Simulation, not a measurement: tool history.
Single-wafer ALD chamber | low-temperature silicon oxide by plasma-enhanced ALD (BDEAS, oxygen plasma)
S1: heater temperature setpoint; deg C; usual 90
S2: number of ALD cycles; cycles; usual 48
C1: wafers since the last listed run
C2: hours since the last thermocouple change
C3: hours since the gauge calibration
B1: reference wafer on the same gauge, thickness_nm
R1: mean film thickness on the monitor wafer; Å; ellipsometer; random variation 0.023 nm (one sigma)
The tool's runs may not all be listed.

Run 1, day 0: usual settings; C1 0; C2 2450.5; C3 648; B1 6.558. Result: R1 75.49 Å.
Run 2, day 1.238: usual settings; C1 213; C2 2480.2; C3 677.7; B1 6.551. Result: R1 75.67 Å.
Run 3, day 1.938: usual settings but S1 85 deg C, S2 41 cycles; C1 120; C2 2497; C3 694.5; B1 6.549. Result: R1 65.98 Å.
Run 4, day 3.038: usual settings but S1 85 deg C, S2 41 cycles; C1 189; C2 2523.4; C3 720.9; B1 6.545. Result: R1 65.9 Å.
Run 5, day 4.271: usual settings but S2 54 cycles; C1 212; C2 2553; C3 750.5; B1 6.543. Result: R1 85.29 Å.
Run 6, day 5.329: usual settings but S2 54 cycles; C1 182; C2 2578.4; C3 775.9; B1 6.536. Result: R1 84.7 Å.
Run 7, day 6.408: usual settings; C1 186; C2 2604.3; C3 801.8; B1 6.532. Result: R1 75.74 Å.
Run 8, day 7.592: usual settings; C1 204; C2 2632.7; C3 830.2; B1 6.532. Result: R1 75.42 Å.
Run 9, day 9.042: usual settings but S1 82 deg C, S2 46 cycles; C1 250; C2 2667.5; C3 865; B1 6.53. Result: R1 74.21 Å.
Run 10, day 10.246: usual settings but S1 82 deg C, S2 46 cycles; C1 207; C2 2696.4; C3 893.9; B1 6.527. Result: R1 74.61 Å.
Run 11, day 10.783: usual settings but S1 82 deg C, S2 46 cycles; C1 92; C2 2709.3; C3 906.8; B1 6.527. Result: R1 74.29 Å.
Run 12, day 11.808: usual settings; C1 176; C2 2733.9; C3 931.4; B1 6.522. Result: R1 75.5 Å.
Run 13, day 13.188: usual settings; C1 238; C2 2767; C3 964.5; B1 6.527. Result: R1 75.27 Å.
At day 14.021: thermocouple changed; heater temperature recalibrated.
At day 14.821: gauge calibrated.
Run 14, day 16.492: usual settings; C1 512; C2 59.3; C3 40.1; B1 6.58. Result: R1 76.31 Å.
Run 15, day 17.171: usual settings; C1 117; C2 75.6; C3 56.4; B1 6.573. Result: R1 75.6 Å.
Run 16, day 18.604: usual settings but S1 99 deg C; C1 247; C2 110; C3 90.8; B1 6.573. Result: R1 73.27 Å.
Run 17, day 19.679: usual settings but S1 99 deg C; C1 185; C2 135.8; C3 116.6; B1 6.573. Result: R1 73.56 Å.
Run 18, day 20.438: usual settings; C1 130; C2 154; C3 134.8; B1 6.565. Result: R1 75.9 Å.
Run 19, day 21.242: usual settings; C1 138; C2 173.3; C3 154.1; B1 6.561. Result: R1 75.55 Å.
Run 20, day 21.988: usual settings; C1 128; C2 191.2; C3 172; B1 6.559. Result: R1 75.83 Å.
Run 21, day 22.504: usual settings but S2 53 cycles; C1 89; C2 203.6; C3 184.4; B1 6.567. Result: R1 83.66 Å.
Run 22, day 25.821: usual settings; C1 572; C2 283.2; C3 264; B1 6.556. Result: R1 75.2 Å.
Run 23, day 26.883: usual settings but S1 77 deg C, S2 57 cycles; C1 183; C2 308.7; C3 289.5; B1 6.555. Result: R1 94.16 Å.
Run 24, day 27.904: usual settings but S1 97 deg C, S2 54 cycles; C1 176; C2 333.2; C3 314; B1 6.547. Result: R1 82.78 Å.
Run 25, day 29.138: usual settings; C1 212; C2 362.8; C3 343.6; B1 6.55. Result: R1 75.83 Å.
Run 26, day 30.471: usual settings but S1 101 deg C; C1 230; C2 394.8; C3 375.6; B1 6.544. Result: R1 72.69 Å.
Run 27, day 31.933: usual settings but S2 51 cycles; C1 252; C2 429.9; C3 410.7; B1 6.536. Result: R1 79.69 Å.
Run 28, day 32.579: usual settings but S1 97 deg C, S2 53 cycles; C1 111; C2 445.4; C3 426.2; B1 6.539. Result: R1 81.24 Å.
Run 29, day 33.829: usual settings but S1 98 deg C, S2 45 cycles; C1 215; C2 475.4; C3 456.2; B1 6.534. Result: R1 68.53 Å.
Run 30, day 34.8: usual settings but S1 77 deg C, S2 57 cycles; C1 167; C2 498.7; C3 479.5; B1 6.536. Result: R1 93.87 Å.
Run 31, day 36.083: usual settings but S1 78 deg C, S2 43 cycles; C1 221; C2 529.5; C3 510.3; B1 6.527. Result: R1 70.99 Å.
Run 32, day 36.604: usual settings but S1 96 deg C, S2 57 cycles; C1 89; C2 542; C3 522.8; B1 6.526. Result: R1 87.2 Å.
Run 33, day 37.15: usual settings but S1 100 deg C, S2 42 cycles; C1 94; C2 555.1; C3 535.9; B1 6.525. Result: R1 63.42 Å.
Run 34, day 38.183: usual settings; C1 178; C2 579.9; C3 560.7; B1 6.521. Result: R1 74.98 Å.
Run 35, day 38.879: usual settings but S1 97 deg C; C1 120; C2 596.6; C3 577.4; B1 6.521. Result: R1 73.43 Å.
Run 36, day 40.025: usual settings but S1 97 deg C, S2 45 cycles; C1 197; C2 624.1; C3 604.9; B1 6.518. Result: R1 68.51 Å.
Run 37, day 41.092: usual settings; C1 184; C2 649.7; C3 630.5; B1 6.516. Result: R1 75.45 Å.
Run 38, day 41.621: usual settings; C1 91; C2 662.4; C3 643.2; B1 6.519. Result: R1 74.86 Å.
Run 39, day 42.375: usual settings but S1 96 deg C, S2 52 cycles; C1 130; C2 680.5; C3 661.3; B1 6.513. Result: R1 79.48 Å.
Run 40, day 42.892: usual settings but S1 82 deg C, S2 54 cycles; C1 89; C2 692.9; C3 673.7; B1 6.513. Result: R1 86.84 Å.
Run 41, day 44.208: usual settings but S1 103 deg C, S2 53 cycles; C1 227; C2 724.5; C3 705.3; B1 6.506. Result: R1 79.05 Å.
Run 42, day 45.021: usual settings but S1 82 deg C, S2 45 cycles; C1 140; C2 744; C3 724.8; B1 6.503. Result: R1 72.38 Å.
Run 43, day 45.938: usual settings but S2 43 cycles; C1 158; C2 766; C3 746.8; B1 6.507. Result: R1 67.64 Å.
Run 44, day 46.458: usual settings but S1 98 deg C, S2 54 cycles; C1 89; C2 778.5; C3 759.3; B1 6.505. Result: R1 81.78 Å.
Run 45, day 47.033: usual settings but S1 80 deg C, S2 52 cycles; C1 99; C2 792.3; C3 773.1; B1 6.505. Result: R1 84.63 Å.
Run 46, day 48.342: usual settings; C1 225; C2 823.7; C3 804.5; B1 6.5. Result: R1 74.87 Å.

Measured less the same run without the tool's hidden state. The same run-to-run variation is in both; the gauge's scatter may not be:
The hidden state here: wafer temperature above the value expected at the setpoint (K); gauge reads high (%).
run     R1
  1  -0.42
  2  -0.46
  3  -0.42
  4  -0.44
  5  -0.61
  6  -0.64
  7  -0.61
  8  -0.64
  9  -0.67
 10   -0.7
 11  -0.72
 12  -0.76
 13   -0.8
 14  -0.15
 15  -0.16
 16  -0.19
 17  -0.22
 18  -0.25
 19  -0.28
 20  -0.29
 21  -0.34
 22  -0.41
 23  -0.54
 24  -0.51
 25   -0.5
 26  -0.51
 27  -0.61
 28  -0.64
 29  -0.57
 30  -0.82
 31  -0.66
 32  -0.83
 33  -0.61
 34  -0.75
 35  -0.76
 36  -0.74
 37  -0.85
 38  -0.85
 39  -0.93
 40  -1.03
 41  -0.98
 42  -0.92
 43  -0.89
 44  -1.08
 45  -1.14
 46  -1.05
